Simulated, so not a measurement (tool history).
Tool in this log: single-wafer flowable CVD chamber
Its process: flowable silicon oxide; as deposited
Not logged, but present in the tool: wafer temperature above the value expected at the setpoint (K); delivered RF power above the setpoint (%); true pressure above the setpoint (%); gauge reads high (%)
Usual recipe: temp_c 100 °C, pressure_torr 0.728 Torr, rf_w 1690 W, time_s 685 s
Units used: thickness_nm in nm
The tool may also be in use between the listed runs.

run,hour,temp_c,pressure_torr,rf_w,time_s,wafers since the last listed run,hours since the last thermocouple change,hours since the last RF generator calibration,hours since the last manometer calibration,hours since the showerhead was replaced,hours since the gauge calibration,"read-back reference wafer on the same gauge, thickness_nm",thickness_nm
1,0.0,100,0.728,1690,577,0,565.9,1556.3,1520.3,7796.2,449.2,437.650,309.119
# hour 76.8: capacitance manometer re-zeroed and calibrated
2,94.8,100,0.728,1690,582,176,660.7,1651.1,18.0,7891.0,544.0,437.343,320.448
3,167.3,107,0.728,1690,685,147,733.2,1723.6,90.5,7963.5,616.5,436.574,286.602
# hour 267.6: RF generator calibrated
4,326.0,107,0.728,1690,685,306,891.9,58.4,249.2,8122.2,775.2,437.382,283.187
5,418.8,107,0.728,1690,685,188,984.7,151.2,342.0,8215.0,868.0,436.692,286.085
# hour 448.3: thermocouple changed; heater temperature recalibrated
6,465.2,100,0.728,1690,685,78,16.9,197.6,388.4,8261.4,914.4,437.233,367.363
7,561.2,100,0.728,1590,685,195,112.9,293.6,484.4,8357.4,1010.4,437.456,358.697
# hour 597.2: showerhead replaced
8,634.7,90,0.728,1690,685,133,186.4,367.1,557.9,37.5,1083.9,436.987,536.219
9,814.9,90,0.728,1690,685,366,366.6,547.3,738.1,217.7,1264.1,437.368,536.505
10,859.6,90,0.728,1690,685,90,411.3,592.0,782.8,262.4,1308.8,436.556,531.940
11,897.1,100,0.728,1690,727,76,448.8,629.5,820.3,299.9,1346.3,437.515,390.883
12,962.4,100,0.728,1560,685,132,514.1,694.8,885.6,365.2,1411.6,437.026,354.636
13,1027.7,107,0.728,1690,685,132,579.4,760.1,950.9,430.5,1476.9,436.718,281.528
14,1110.5,107,0.728,1690,685,168,662.2,842.9,1033.7,513.3,1559.7,437.213,280.695
15,1212.5,100,0.615,1375,562,207,764.2,944.9,1135.7,615.3,1661.7,436.167,231.063
16,1301.7,100,0.728,1500,613,181,853.4,1034.1,1224.9,704.5,1750.9,437.469,310.987
# hour 1310.8: gauge calibrated
17,1338.2,110,0.728,1465,560,74,889.9,1070.6,1261.4,741.0,27.4,437.300,193.762
# hour 1409.9: thermocouple changed; heater temperature recalibrated
18,1410.4,109,0.782,1855,794,130,0.5,1142.8,1333.6,813.2,99.6,436.629,334.456
# hour 1467.4: capacitance manometer re-zeroed and calibrated
19,1500.4,100,0.728,1690,685,166,90.5,1232.8,33.0,903.2,189.6,436.292,371.864
20,1613.6,92,0.728,1775,685,230,203.7,1346.0,146.2,1016.4,302.8,436.650,507.457
21,1662.0,105,0.830,1860,576,98,252.1,1394.4,194.6,1064.8,351.2,436.544,302.528
22,1724.3,100,0.728,1690,685,126,314.4,1456.7,256.9,1127.1,413.5,436.829,370.609
23,1763.7,100,0.853,1690,685,80,353.8,1496.1,296.3,1166.5,452.9,436.904,438.908
24,1801.7,95,0.887,1890,726,77,391.8,1534.1,334.3,1204.5,490.9,436.939,598.547
25,1868.2,100,0.728,1690,818,135,458.3,1600.6,400.8,1271.0,557.4,437.005,441.141
26,1928.9,109,0.728,1835,641,123,519.0,1661.3,461.5,1331.7,618.1,437.031,252.602
27,2011.7,107,0.634,1865,637,168,601.8,1744.1,544.3,1414.5,700.9,436.906,236.671
# hour 2044.4: RF generator calibrated
28,2053.1,100,0.728,1690,685,67,643.2,8.7,585.7,1455.9,742.3,436.711,371.367

Table of differences, measured result less the result of that run with no hidden state. Run-to-run variation is the same in both. Gauge scatter possibly is not:
run,thickness_nm
1,-9.704
2,+0.228
3,-0.850
4,-2.727
5,-3.638
6,-5.170
7,-5.931
8,-9.732
9,-11.415
10,-11.651
11,-8.752
12,-8.213
13,-6.711
14,-6.903
15,-5.872
16,-8.066
17,-5.066
18,-8.584
19,-1.355
20,-4.654
21,-3.232
22,-5.033
23,-6.173
24,-9.106
25,-7.994
26,-4.977
27,-5.121
28,-8.331
